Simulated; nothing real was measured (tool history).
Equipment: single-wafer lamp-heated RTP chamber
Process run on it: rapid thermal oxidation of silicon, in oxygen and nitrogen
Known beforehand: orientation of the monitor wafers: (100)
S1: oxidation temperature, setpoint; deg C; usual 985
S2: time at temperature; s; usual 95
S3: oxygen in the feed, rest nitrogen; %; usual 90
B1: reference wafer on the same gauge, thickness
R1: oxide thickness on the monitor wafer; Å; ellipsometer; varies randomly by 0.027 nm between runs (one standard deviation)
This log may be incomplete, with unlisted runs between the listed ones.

run,day,S1,S2,S3,B1,R1
1,0.000,985,95,90,6.890,63.42
2,3.488,985,95,90,6.899,63.48
3,6.083,985,106,90,6.899,66.87
4,10.075,985,95,90,6.901,64.33
5,11.754,985,95,90,6.898,64.47
6,13.621,985,95,90,6.896,64.88
7,15.912,985,95,90,6.890,65.39
8,17.579,985,95,90,6.898,65.49
9,19.308,1013,122,66,6.906,81.64
# day 20.096: pyrometer window cleaned and pyrometer calibrated
# day 21.512: gauge calibrated
# day 22.242: oxygen flow controller replaced
10,22.262,985,95,90,6.901,62.68
11,24.504,1002,116,75,6.905,73.77
12,27.258,1002,114,81,6.902,75.39
13,31.642,1003,110,82,6.893,75.86
14,34.296,985,95,90,6.896,64.23
# day 41.629: pyrometer window cleaned and pyrometer calibrated
15,47.392,1001,95,78,6.888,68.28
16,49.475,985,95,98,6.897,65.80

Each row is a separate what-if for the run after 16, all from the same tool condition, not one after another. Results?
A,49.492,975,95,90,?,?
B,49.492,967,141,98,?,?
C,49.492,1005,141,64,?,?

run,B1,R1
A,6.904,59.78
B,6.904,69.20
C,6.904,79.24
With no hidden state in the tool, these same runs would have given:
run,R1
A,59.12
B,68.40
C,78.38

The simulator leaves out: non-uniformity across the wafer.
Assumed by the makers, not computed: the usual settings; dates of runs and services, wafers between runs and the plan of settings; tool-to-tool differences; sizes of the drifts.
